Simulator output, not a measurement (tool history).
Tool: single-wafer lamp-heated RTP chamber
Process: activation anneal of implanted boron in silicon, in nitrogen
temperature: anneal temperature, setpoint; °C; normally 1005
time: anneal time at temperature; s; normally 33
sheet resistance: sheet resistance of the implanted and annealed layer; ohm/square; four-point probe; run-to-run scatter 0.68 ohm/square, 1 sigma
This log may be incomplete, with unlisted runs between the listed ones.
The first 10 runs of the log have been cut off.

| run | hour | temperature | time | read-back reference wafer on the same gauge, sheet resistance | sheet resistance |
|---|---|---|---|---|---|
|  | 716.1 | pyrometer window cleaned and pyrometer calibrated |
| 11 | 971.1 | 996 | 33 | 447.61 | 451.26 |
| 12 | 1028.9 | 996 | 33 | 447.71 | 451.5 |
| 13 | 1133.3 | 1005 | 33 | 447.4 | 449.02 |
|  | 1260.6 | reflector plate cleaned |
|  | 1346.7 | gauge calibrated |
|  | 1348.7 | pyrometer window cleaned and pyrometer calibrated |
| 14 | 1421.4 | 1005 | 33 | 452.82 | 454.44 |
| 15 | 1468 | 1028 | 20 | 452.51 | 453.16 |
| 16 | 1513.3 | 1028 | 20 | 452.42 | 452.79 |
| 17 | 1594 | 1023 | 33 | 451.75 | 452.24 |
| 18 | 1658.5 | 985 | 33 | 451.55 | 460.51 |
|  | 1840.6 | reflector plate cleaned |
|  | 1917.1 | pyrometer window cleaned and pyrometer calibrated |
| 19 | 1941.2 | 1005 | 33 | 450.33 | 451.33 |
| 20 | 1988.3 | 988 | 16 | 450 | 461.86 |
| 21 | 2035.1 | 982 | 33 | 449.81 | 460.86 |
| 22 | 2105.7 | 979 | 43 | 449.82 | 458.9 |
| 23 | 2169 | 1016 | 51 | 449.74 | 448.58 |
| 24 | 2234 | 1033 | 39 | 449.34 | 449.39 |
| 25 | 2304.7 | 1034 | 33 | 449.19 | 447.45 |
| 26 | 2410.2 | 1019 | 33 | 448.92 | 447.59 |
|  | 2470.6 | reflector plate cleaned |
|  | 2488.4 | pyrometer window cleaned and pyrometer calibrated |
| 27 | 2662.2 | 1005 | 33 | 448.49 | 449.56 |
| 28 | 2766.2 | 1025 | 27 | 448.27 | 447.76 |
| 29 | 2869.9 | 1015 | 33 | 447.88 | 448.31 |
| 30 | 2934.3 | 977 | 16 | 447.84 | 469.6 |
| 31 | 2988.6 | 1005 | 33 | 447.75 | 450.33 |
| 32 | 3034.1 | 983 | 50 | 447.99 | 454.51 |
|  | 3117.6 | pyrometer window cleaned and pyrometer calibrated |
|  | 3122.5 | reflector plate cleaned |
| 33 | 3125.9 | 1005 | 16 | 447.68 | 450.44 |

3 options for the next run, each taken on its own from the tool as it stands now. Forecast them:
| A | 3126.3 | 1005 | 33 | ? | ? |
| B | 3126.3 | 981 | 33 | ? | ? |
| C | 3126.3 | 989 | 38 | ? | ? |

| run | read-back reference wafer on the same gauge, sheet resistance | sheet resistance |
|---|---|---|
| A | 447.71 | 449.18 |
| B | 447.71 | 458.41 |
| C | 447.71 | 453.28 |
With the hidden condition removed and each run's random variation left untouched, the same runs would have given:
| run | sheet resistance |
|---|---|
| A | 455.47 |
| B | 464.82 |
| C | 459.62 |
